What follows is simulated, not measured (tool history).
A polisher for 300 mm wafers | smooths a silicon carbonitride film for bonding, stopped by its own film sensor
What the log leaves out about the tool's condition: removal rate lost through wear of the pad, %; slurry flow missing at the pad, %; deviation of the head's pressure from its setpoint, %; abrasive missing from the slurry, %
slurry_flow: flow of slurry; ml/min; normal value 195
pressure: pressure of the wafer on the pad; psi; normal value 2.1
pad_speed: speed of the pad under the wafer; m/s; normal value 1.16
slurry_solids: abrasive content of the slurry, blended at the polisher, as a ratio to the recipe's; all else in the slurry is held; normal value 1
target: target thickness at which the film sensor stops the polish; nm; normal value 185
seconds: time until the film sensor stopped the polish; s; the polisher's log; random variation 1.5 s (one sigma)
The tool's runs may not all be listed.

| run | hour | slurry_flow | pressure | pad_speed | slurry_solids | target | wafers since the last listed run | wafers polished on this pad | hours since the slurry nozzle was cleaned | hours since the head pressure was calibrated | hours since the slurry blender was calibrated | incoming thickness of the incoming film, nm | seconds |
|---|---|---|---|---|---|---|---|---|---|---|---|---|---|
| 1 | 0 | 195 | 2.1 | 1.16 | 1 | 185 | 0 | 604 | 132.9 | 504.6 | 36 | 206.9 | 66.5 |
| 2 | 66.9 | 195 | 1.8 | 1 | 1 | 185 | 358 | 963 | 199.8 | 571.5 | 102.9 | 209.4 | 92.3 |
|  | 181.5 | worn pad replaced by a new one |
| 3 | 182 | 195 | 2.1 | 1.16 | 1 | 185 | 595 | 2 | 314.9 | 686.6 | 218 | 210.7 | 77.8 |
| 4 | 229.3 | 195 | 2.1 | 1.16 | 1 | 185 | 253 | 256 | 362.2 | 733.9 | 265.3 | 211.2 | 81.3 |
|  | 304 | slurry blender recalibrated |
| 5 | 478.3 | 195 | 2.1 | 1.16 | 1 | 185 | 1323 | 1579 | 611.2 | 982.9 | 174.3 | 212.5 | 80.8 |
|  | 510.3 | worn pad replaced by a new one |
| 6 | 524.5 | 195 | 2.1 | 1.16 | 1 | 185 | 226 | 76 | 657.4 | 1029.1 | 220.5 | 208.9 | 70.1 |
|  | 570.4 | head pressure recalibrated |
|  | 622.9 | slurry nozzle cleaned |
| 7 | 623.4 | 195 | 2.1 | 1.16 | 1 | 185 | 513 | 590 | 0.5 | 53 | 319.4 | 209 | 75.6 |
| 8 | 692.2 | 195 | 2.1 | 1.16 | 0.8 | 185 | 368 | 958 | 69.3 | 121.8 | 388.2 | 213.1 | 108.9 |
|  | 744.2 | slurry blender recalibrated |
| 9 | 749.3 | 195 | 2.1 | 1.16 | 0.8 | 185 | 295 | 1254 | 126.4 | 178.9 | 5.1 | 209.8 | 95.7 |
| 10 | 787.6 | 195 | 2.1 | 1.16 | 1 | 185 | 205 | 1459 | 164.7 | 217.2 | 43.4 | 206.1 | 65 |
|  | 804.1 | worn pad replaced by a new one |
| 11 | 857.8 | 195 | 2.1 | 1.16 | 1 | 185 | 354 | 287 | 234.9 | 287.4 | 113.6 | 207.6 | 68.3 |
| 12 | 925.6 | 195 | 2.1 | 1.44 | 1 | 185 | 363 | 650 | 302.7 | 355.2 | 181.4 | 210.7 | 66 |
| 13 | 1023.3 | 260 | 2.1 | 0.96 | 1 | 185 | 523 | 1174 | 400.4 | 452.9 | 279.1 | 209 | 84.3 |
|  | 1090.6 | slurry blender recalibrated |
| 14 | 1091.1 | 195 | 1.4 | 1.04 | 1 | 181 | 352 | 1526 | 468.2 | 520.7 | 0.5 | 210.1 | 128.4 |
| 15 | 1128.6 | 165 | 2.7 | 1.26 | 1 | 182 | 200 | 1727 | 505.7 | 558.2 | 38 | 212.2 | 71.9 |
|  | 1159.3 | worn pad replaced by a new one |
| 16 | 1219.3 | 195 | 2.1 | 1.16 | 1 | 185 | 464 | 321 | 596.4 | 648.9 | 128.7 | 211.3 | 79.8 |
| 17 | 1260.6 | 195 | 2.8 | 1.16 | 0.9 | 185 | 221 | 542 | 637.7 | 690.2 | 170 | 212.2 | 73.1 |
|  | 1334.2 | slurry nozzle cleaned |
| 18 | 1357.3 | 195 | 2.1 | 1.16 | 1 | 185 | 512 | 1055 | 23.1 | 786.9 | 266.7 | 210.2 | 75.4 |
| 19 | 1410.3 | 240 | 2.1 | 0.92 | 1 | 180 | 284 | 1339 | 76.1 | 839.9 | 319.7 | 212.5 | 115.1 |
|  | 1470.6 | worn pad replaced by a new one |
|  | 1512.1 | slurry blender recalibrated |
| 20 | 1547.3 | 195 | 2.1 | 1.16 | 1 | 185 | 702 | 400 | 213.1 | 976.9 | 35.2 | 210.1 | 74.1 |
| 21 | 1618.1 | 175 | 2.1 | 1.02 | 1 | 185 | 379 | 779 | 283.9 | 1047.7 | 106 | 209.4 | 81.4 |
| 22 | 1677.7 | 195 | 2.5 | 1.16 | 1 | 188 | 319 | 1099 | 343.5 | 1107.3 | 165.6 | 211.1 | 62.1 |

Forecast each of these 5 alternatives for the next run:
| A | 1678.2 | 195 | 2.1 | 1.16 | 1 | 185 | 2 | 1101 | 344 | 1107.8 | 166.1 | 212.8 | ? |
| B | 1678.2 | 195 | 2.1 | 1.4 | 1 | 178 | 2 | 1101 | 344 | 1107.8 | 166.1 | 212.8 | ? |
| C | 1678.2 | 195 | 2.1 | 0.88 | 1 | 185 | 2 | 1101 | 344 | 1107.8 | 166.1 | 212.8 | ? |
| D | 1678.2 | 230 | 2.1 | 1.16 | 1 | 185 | 2 | 1101 | 344 | 1107.8 | 166.1 | 212.8 | ? |
| E | 1678.2 | 195 | 2.3 | 1.16 | 1.25 | 192 | 2 | 1101 | 344 | 1107.8 | 166.1 | 212.8 | ? |

| run | seconds |
|---|---|
| A | 79.8 |
| B | 86 |
| C | 99.5 |
| D | 78.4 |
| E | 48.2 |
Without the tool's unlogged condition, the same runs would have read:
| run | seconds |
|---|---|
| A | 87.3 |
| B | 94 |
| C | 108.9 |
| D | 85.8 |
| E | 52.7 |

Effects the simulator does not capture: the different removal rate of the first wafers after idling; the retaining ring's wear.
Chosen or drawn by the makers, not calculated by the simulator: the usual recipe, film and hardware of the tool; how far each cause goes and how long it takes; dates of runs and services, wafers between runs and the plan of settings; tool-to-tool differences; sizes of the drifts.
